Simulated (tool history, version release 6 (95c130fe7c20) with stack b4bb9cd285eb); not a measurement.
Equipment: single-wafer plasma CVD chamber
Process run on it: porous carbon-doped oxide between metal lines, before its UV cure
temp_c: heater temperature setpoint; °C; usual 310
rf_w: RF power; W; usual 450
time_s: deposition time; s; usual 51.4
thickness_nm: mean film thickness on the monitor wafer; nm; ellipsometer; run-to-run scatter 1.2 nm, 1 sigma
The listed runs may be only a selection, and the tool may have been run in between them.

run,hour,temp_c,rf_w,time_s,"read-back reference wafer on the same gauge, thickness_nm",thickness_nm
1,0,310,510,51.4,241.948,247.616
2,70.4,310,510,51.4,241.895,248.379
3,155.8,310,510,51.4,242.061,249.463
# hour 252.7: gauge calibrated
4,314.8,310,520,51.4,242.184,252.18
5,600.8,310,520,51.4,242.14,246.918
6,702.3,310,520,51.4,241.943,249.634
7,799.3,310,450,51.4,242.028,226.385
# hour 871.8: RF generator calibrated
8,872.3,310,450,51.4,242.176,236.773
# hour 927.7: thermocouple changed; heater temperature recalibrated
9,928.2,310,450,51.4,242.195,228.502
10,1018.7,310,450,51.4,241.732,231.93
11,1111.7,310,450,43.3,242.007,195.807
12,1176.5,296,535,55.4,241.983,308.384
# hour 1279.1: gauge calibrated
13,1282.4,301,450,51.4,242.118,248.306
14,1376.9,316,385,60.7,241.928,237.9
# hour 1418.7: showerhead replaced
15,1419.2,310,540,51.4,242.027,262.539
16,1507.6,310,520,51.4,241.918,257.292
17,1556.2,296,410,56,242.052,264.042
18,1631.3,310,450,51.4,242.043,235.79
19,1716.3,310,450,51.4,241.978,234.635
20,1809,310,500,51.4,242.042,250.739
21,1846.6,310,505,55.2,241.978,269.665

Each row is a separate what-if for the run after 21, all from the same tool condition, not one after another. Results?
A,1847,310,450,59.5,?,?
B,1847,317,375,56.9,?,?
C,1847,300,370,58.6,?,?

run,"read-back reference wafer on the same gauge, thickness_nm",thickness_nm
A,241.863,271.117
B,241.863,218.894
C,241.863,248.57
Without the tool's hidden state the same runs would have given:
run,thickness_nm
A,267.46
B,216.306
C,244.92

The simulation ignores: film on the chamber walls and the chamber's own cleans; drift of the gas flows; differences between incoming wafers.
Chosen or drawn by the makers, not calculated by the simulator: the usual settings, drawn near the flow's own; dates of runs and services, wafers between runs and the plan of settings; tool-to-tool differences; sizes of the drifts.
